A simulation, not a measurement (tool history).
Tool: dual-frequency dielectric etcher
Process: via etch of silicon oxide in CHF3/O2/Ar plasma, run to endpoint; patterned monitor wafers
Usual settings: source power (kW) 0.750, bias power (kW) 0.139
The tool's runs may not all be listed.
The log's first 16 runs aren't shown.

run,day,source power (kW),bias power (kW),"incoming incoming film thickness, nm",endpoint time (s)
17,42.442,0.750,0.152,821.7,385.8
18,44.508,0.910,0.108,817.2,405.8
19,47.038,0.670,0.152,818.7,404.9
20,50.008,0.620,0.128,814.4,446.9
21,51.838,0.750,0.151,812.5,379.8
22,52.862,0.750,0.139,817.1,400.2
# day 54.129: bias power generator calibrated
23,59.433,0.890,0.104,816.3,406.3
24,60.533,0.690,0.114,816.4,437.7
# day 63.283: source power generator calibrated
25,63.304,0.750,0.139,821.3,384.8
26,65.154,0.900,0.153,815.5,340.6
# day 67.354: wet clean of the chamber
27,68.008,0.610,0.110,817.9,475.1
28,70.204,0.930,0.168,820.8,336.3
29,72.042,0.750,0.139,818.6,397.7
30,74.812,0.850,0.139,818.3,371.0
31,76.971,0.940,0.166,812.5,330.3
32,78.704,0.610,0.139,810.2,425.4
33,79.833,0.900,0.112,818.4,394.9
34,81.062,0.660,0.149,823.7,402.0

Forecast each of these 5 alternatives for the next run:
A,81.083,0.750,0.139,815.3,?
B,81.083,0.640,0.139,815.3,?
C,81.083,0.900,0.139,815.3,?
D,81.083,0.850,0.166,815.3,?
E,81.083,0.610,0.107,815.3,?

run,endpoint time (s)
A,390.5
B,418.4
C,361.2
D,344.9
E,475.5
Without the tool's hidden state the same runs would have given:
run,endpoint time (s)
A,392.3
B,420.3
C,362.8
D,346.5
E,477.5

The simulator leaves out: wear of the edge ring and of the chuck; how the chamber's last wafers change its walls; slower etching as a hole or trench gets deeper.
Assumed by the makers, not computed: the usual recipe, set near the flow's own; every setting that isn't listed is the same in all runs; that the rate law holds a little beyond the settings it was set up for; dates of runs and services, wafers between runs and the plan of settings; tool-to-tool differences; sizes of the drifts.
